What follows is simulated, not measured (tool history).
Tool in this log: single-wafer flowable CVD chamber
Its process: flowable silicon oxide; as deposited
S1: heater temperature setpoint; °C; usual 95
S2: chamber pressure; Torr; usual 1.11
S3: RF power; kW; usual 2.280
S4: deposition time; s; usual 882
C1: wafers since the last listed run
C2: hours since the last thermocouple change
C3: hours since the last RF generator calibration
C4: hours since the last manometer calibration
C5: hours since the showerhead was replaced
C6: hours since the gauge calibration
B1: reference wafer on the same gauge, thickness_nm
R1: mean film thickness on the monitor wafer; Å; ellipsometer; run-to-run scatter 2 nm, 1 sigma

{"run": 1, "hour": 0.0, "S1": 95, "S2": 1.11, "S3": 2.28, "S4": 882, "C1": 0, "C2": 2298.1, "C3": 2399.1, "C4": 1595.6, "C5": 2548.0, "C6": 342.7, "B1": 956.309, "R1": 9613.17}
{"run": 2, "hour": 10.3, "S1": 95, "S2": 1.11, "S3": 2.28, "S4": 808, "C1": 17, "C2": 2308.4, "C3": 2409.4, "C4": 1605.9, "C5": 2558.3, "C6": 353.0, "B1": 956.425, "R1": 8825.97}
{"run": 3, "hour": 16.8, "S1": 95, "S2": 1.11, "S3": 2.28, "S4": 808, "C1": 11, "C2": 2314.9, "C3": 2415.9, "C4": 1612.4, "C5": 2564.8, "C6": 359.5, "B1": 956.488, "R1": 8868.12}
{"run": 4, "hour": 36.1, "S1": 95, "S2": 1.11, "S3": 2.28, "S4": 808, "C1": 33, "C2": 2334.2, "C3": 2435.2, "C4": 1631.7, "C5": 2584.1, "C6": 378.8, "B1": 955.275, "R1": 8834.18}
{"run": 5, "hour": 52.4, "S1": 95, "S2": 1.11, "S3": 2.28, "S4": 882, "C1": 28, "C2": 2350.5, "C3": 2451.5, "C4": 1648.0, "C5": 2600.4, "C6": 395.1, "B1": 955.904, "R1": 9693.6}
{"hour": 66.6, "done": "capacitance manometer re-zeroed and calibrated"}
{"run": 6, "hour": 68.7, "S1": 95, "S2": 1.11, "S3": 2.28, "S4": 882, "C1": 14, "C2": 2366.8, "C3": 2467.8, "C4": 2.1, "C5": 2616.7, "C6": 411.4, "B1": 956.138, "R1": 9638.99}
{"run": 7, "hour": 75.5, "S1": 95, "S2": 1.11, "S3": 2.28, "S4": 882, "C1": 11, "C2": 2373.6, "C3": 2474.6, "C4": 8.9, "C5": 2623.5, "C6": 418.2, "B1": 955.891, "R1": 9648.94}
{"run": 8, "hour": 82.7, "S1": 95, "S2": 0.96, "S3": 2.28, "S4": 1044, "C1": 12, "C2": 2380.8, "C3": 2481.8, "C4": 16.1, "C5": 2630.7, "C6": 425.4, "B1": 955.706, "R1": 9841.74}
{"run": 9, "hour": 93.2, "S1": 95, "S2": 1.11, "S3": 2.28, "S4": 882, "C1": 18, "C2": 2391.3, "C3": 2492.3, "C4": 26.6, "C5": 2641.2, "C6": 435.9, "B1": 956.022, "R1": 9672.74}
{"run": 10, "hour": 99.5, "S1": 91, "S2": 1.0, "S3": 2.54, "S4": 733, "C1": 10, "C2": 2397.6, "C3": 2498.6, "C4": 32.9, "C5": 2647.5, "C6": 442.2, "B1": 956.118, "R1": 8353.7}
{"run": 11, "hour": 111.5, "S1": 95, "S2": 1.11, "S3": 2.28, "S4": 954, "C1": 20, "C2": 2409.6, "C3": 2510.6, "C4": 44.9, "C5": 2659.5, "C6": 454.2, "B1": 955.306, "R1": 10452.35}
{"run": 12, "hour": 128.7, "S1": 110, "S2": 0.93, "S3": 2.28, "S4": 882, "C1": 29, "C2": 2426.8, "C3": 2527.8, "C4": 62.1, "C5": 2676.7, "C6": 471.4, "B1": 955.704, "R1": 4900.09}
{"hour": 138.5, "done": "showerhead replaced"}
{"run": 13, "hour": 139.9, "S1": 83, "S2": 1.11, "S3": 1.965, "S4": 882, "C1": 5, "C2": 2438.0, "C3": 2539.0, "C4": 73.3, "C5": 1.4, "C6": 482.6, "B1": 956.024, "R1": 13726.75}
{"run": 14, "hour": 154.4, "S1": 95, "S2": 1.11, "S3": 2.415, "S4": 882, "C1": 25, "C2": 2452.5, "C3": 2553.5, "C4": 87.8, "C5": 15.9, "C6": 497.1, "B1": 956.171, "R1": 9719.01}
{"run": 15, "hour": 170.3, "S1": 95, "S2": 1.11, "S3": 2.7, "S4": 828, "C1": 27, "C2": 2468.4, "C3": 2569.4, "C4": 103.7, "C5": 31.8, "C6": 513.0, "B1": 955.945, "R1": 9224.98}
{"run": 16, "hour": 184.6, "S1": 95, "S2": 1.11, "S3": 2.28, "S4": 882, "C1": 24, "C2": 2482.7, "C3": 2583.7, "C4": 118.0, "C5": 46.1, "C6": 527.3, "B1": 956.005, "R1": 9642.54}
{"hour": 192.2, "done": "gauge calibrated"}
{"run": 17, "hour": 197.3, "S1": 95, "S2": 1.11, "S3": 2.28, "S4": 882, "C1": 22, "C2": 2495.4, "C3": 2596.4, "C4": 130.7, "C5": 58.8, "C6": 5.1, "B1": 956.341, "R1": 9645.21}
{"run": 18, "hour": 205.9, "S1": 81, "S2": 1.11, "S3": 2.28, "S4": 882, "C1": 14, "C2": 2504.0, "C3": 2605.0, "C4": 139.3, "C5": 67.4, "C6": 13.7, "B1": 955.912, "R1": 14823.47}
{"run": 19, "hour": 216.2, "S1": 95, "S2": 1.11, "S3": 1.93, "S4": 1023, "C1": 17, "C2": 2514.3, "C3": 2615.3, "C4": 149.6, "C5": 77.7, "C6": 24.0, "B1": 955.989, "R1": 10947.15}
{"run": 20, "hour": 229.5, "S1": 95, "S2": 1.04, "S3": 2.28, "S4": 882, "C1": 23, "C2": 2527.6, "C3": 2628.6, "C4": 162.9, "C5": 91.0, "C6": 37.3, "B1": 956.551, "R1": 9053.34}
{"hour": 247.6, "done": "RF generator calibrated"}
{"run": 21, "hour": 248.1, "S1": 95, "S2": 1.21, "S3": 2.42, "S4": 882, "C1": 18, "C2": 2546.2, "C3": 0.5, "C4": 181.5, "C5": 109.6, "C6": 55.9, "B1": 955.517, "R1": 10608.73}
{"run": 22, "hour": 255.4, "S1": 84, "S2": 1.28, "S3": 1.875, "S4": 739, "C1": 12, "C2": 2553.5, "C3": 7.8, "C4": 188.8, "C5": 116.9, "C6": 63.2, "B1": 956.633, "R1": 12792.5}
{"run": 23, "hour": 265.4, "S1": 95, "S2": 0.91, "S3": 2.28, "S4": 1022, "C1": 17, "C2": 2563.5, "C3": 17.8, "C4": 198.8, "C5": 126.9, "C6": 73.2, "B1": 955.685, "R1": 9102.85}
{"hour": 276.0, "done": "thermocouple changed; heater temperature recalibrated"}
{"run": 24, "hour": 318.0, "S1": 108, "S2": 1.3, "S3": 2.155, "S4": 1007, "C1": 77, "C2": 42.0, "C3": 70.4, "C4": 251.4, "C5": 179.5, "C6": 125.8, "B1": 955.682, "R1": 8400.44}
{"run": 25, "hour": 356.4, "S1": 95, "S2": 1.11, "S3": 2.28, "S4": 882, "C1": 66, "C2": 80.4, "C3": 108.8, "C4": 289.8, "C5": 217.9, "C6": 164.2, "B1": 956.925, "R1": 9663.81}
{"run": 26, "hour": 373.6, "S1": 95, "S2": 1.11, "S3": 2.28, "S4": 882, "C1": 29, "C2": 97.6, "C3": 126.0, "C4": 307.0, "C5": 235.1, "C6": 181.4, "B1": 955.905, "R1": 9690.68}
{"run": 27, "hour": 382.0, "S1": 95, "S2": 1.28, "S3": 2.28, "S4": 882, "C1": 14, "C2": 106.0, "C3": 134.4, "C4": 315.4, "C5": 243.5, "C6": 189.8, "B1": 956.053, "R1": 11111.88}
{"run": 28, "hour": 394.0, "S1": 104, "S2": 1.32, "S3": 2.05, "S4": 882, "C1": 20, "C2": 118.0, "C3": 146.4, "C4": 327.4, "C5": 255.5, "C6": 201.8, "B1": 955.493, "R1": 8403.9}
{"run": 29, "hour": 402.8, "S1": 95, "S2": 1.11, "S3": 2.28, "S4": 882, "C1": 15, "C2": 126.8, "C3": 155.2, "C4": 336.2, "C5": 264.3, "C6": 210.6, "B1": 955.902, "R1": 9649.28}

Forecast each of these 3 alternatives for the next run:
{"run": "A", "hour": 403.4, "S1": 95, "S2": 1.11, "S3": 2.28, "S4": 1014, "C1": 1, "C2": 127.4, "C3": 155.8, "C4": 336.8, "C5": 264.9, "C6": 211.2, "B1": "?", "R1": "?"}
{"run": "B", "hour": 403.4, "S1": 107, "S2": 1.11, "S3": 2.57, "S4": 822, "C1": 1, "C2": 127.4, "C3": 155.8, "C4": 336.8, "C5": 264.9, "C6": 211.2, "B1": "?", "R1": "?"}
{"run": "C", "hour": 403.4, "S1": 107, "S2": 0.84, "S3": 2.28, "S4": 736, "C1": 1, "C2": 127.4, "C3": 155.8, "C4": 336.8, "C5": 264.9, "C6": 211.2, "B1": "?", "R1": "?"}

run=A B1=955.658 R1=11091.48
run=B B1=955.658 R1=6154.23
run=C B1=955.658 R1=4047.23
Stripped of hidden state, with their random variation kept, the same runs would have yielded:
run=A R1=11091.48
run=B R1=6154.23
run=C R1=4047.23
